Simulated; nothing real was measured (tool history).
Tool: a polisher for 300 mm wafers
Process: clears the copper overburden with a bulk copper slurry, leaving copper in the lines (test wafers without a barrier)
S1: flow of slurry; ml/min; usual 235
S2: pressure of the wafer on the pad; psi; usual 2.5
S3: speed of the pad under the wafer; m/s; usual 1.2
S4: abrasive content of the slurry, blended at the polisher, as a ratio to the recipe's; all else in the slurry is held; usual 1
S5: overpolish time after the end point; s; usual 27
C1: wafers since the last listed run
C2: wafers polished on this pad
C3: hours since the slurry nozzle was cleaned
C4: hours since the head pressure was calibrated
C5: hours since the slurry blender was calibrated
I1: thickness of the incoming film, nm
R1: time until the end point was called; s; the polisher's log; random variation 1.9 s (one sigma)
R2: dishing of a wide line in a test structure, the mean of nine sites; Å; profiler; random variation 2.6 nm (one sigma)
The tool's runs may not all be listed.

run	day	S1	S2	S3	S4	S5	C1	C2	C3	C4	C5	I1	R1	R2
1	0	235	2.5	1.2	1	27	0	2	676.5	287.9	35.6	1141.7	139.2	1156
2	0.475	235	2.5	1.2	1	27	57	59	687.9	299.3	47	1151.7	139.9	1118
3	1.2	235	2.5	1.2	1	27	87	146	705.3	316.7	64.4	1159	138.4	1132
4	1.654	235	2.5	1.2	1	27	54	201	716.2	327.6	75.3	1144.3	137.2	1138
5	2.004	235	2.5	1.2	1	27	42	243	724.6	336	83.7	1168.8	140.5	1135
6	2.342	235	2.5	1.2	1	27	40	283	732.7	344.1	91.8	1158.5	140	1168
7	2.675	235	2.5	1.2	1	27	40	324	740.7	352.1	99.8	1167.9	144.7	1103
8	3.012	235	2.5	1.2	1	27	40	364	748.8	360.2	107.9	1141.6	139.5	1156
9	3.571	235	3.1	1.2	1	27	67	431	762.2	373.6	121.3	1124.1	111	1266
# day 3.967: head pressure recalibrated
10	3.988	235	2.5	1.46	1.25	14	40	471	772.2	0.5	131.3	1147.9	113.8	860
11	4.417	235	2.5	1.38	1	27	51	523	782.5	10.8	141.6	1147.8	123.2	1174
12	4.958	195	1.8	1.2	1	27	65	588	795.5	23.8	154.6	1128.9	196.8	884
13	5.646	170	2.5	1.04	1	34	82	670	812	40.3	171.1	1171.6	169.3	1150
# day 6.042: slurry nozzle cleaned
14	6.062	235	2.1	1.2	1	27	45	715	0.5	50.3	181.1	1161.6	167.7	1011
15	6.604	190	1.9	0.78	0.75	27	65	780	13.5	63.3	194.1	1160.5	278.5	738
16	6.958	235	2.5	1.2	1	12	42	823	22	71.8	202.6	1166.4	142.2	708
17	7.529	235	2.5	1.2	1	27	68	891	35.7	85.5	216.3	1148.5	137.2	1152
18	7.796	205	2.5	1.2	1	27	32	924	42.1	91.9	222.7	1145.4	141.7	1175
19	8.204	165	2.5	1.34	1	18	49	973	51.9	101.7	232.5	1156.1	133.8	930
20	8.788	235	2.5	1.2	1	27	70	1043	65.9	115.7	246.5	1139.2	137	1114
21	9.396	295	2.8	1.2	1	20	73	1116	80.5	130.3	261.1	1155.4	123.4	1121
22	9.725	235	1.6	1.2	1	27	39	1155	88.4	138.2	269	1155.6	219.3	807
# day 9.979: slurry blender recalibrated
# day 10.429: worn pad replaced by a new one
23	11.612	235	2.5	1.2	1.2	27	196	142	133.7	183.5	39.2	1142.9	132.5	1175
24	12.05	175	2.5	1.2	1	41	52	194	144.2	194	49.7	1163.6	148.7	1360
25	12.796	235	2.5	1.2	1	27	89	284	162.1	211.9	67.6	1162	140.6	1138
26	13.162	235	2.5	1.2	1	27	44	328	170.9	220.7	76.4	1149.2	139.1	1158
27	13.579	235	2.5	1.2	1	32	50	378	180.9	230.7	86.4	1171.2	143.4	1214
28	14.296	235	2.5	1.2	1.25	22	86	464	198.1	247.9	103.6	1141.6	133.8	1046
29	14.979	235	3.3	1.2	1	31	82	546	214.5	264.3	120	1151.1	103.2	1484

Forecast each of these 4 alternatives for the next run:
A	15	235	2.5	1.2	1	27	2	548	215	264.8	120.5	1150.4	?	?
B	15	315	2.5	1.2	1	19	2	548	215	264.8	120.5	1150.4	?	?
C	15	235	2.9	1.4	1	27	2	548	215	264.8	120.5	1150.4	?	?
D	15	190	2.5	1.54	1	20	2	548	215	264.8	120.5	1150.4	?	?

run	R1	R2
A	139.2	1130
B	134.9	938
C	105.8	1329
D	116.7	1056
Without the tool's hidden state the same runs would have given:
run	R1	R2
A	139.2	1130
B	134.9	938
C	105.8	1329
D	116.7	1056
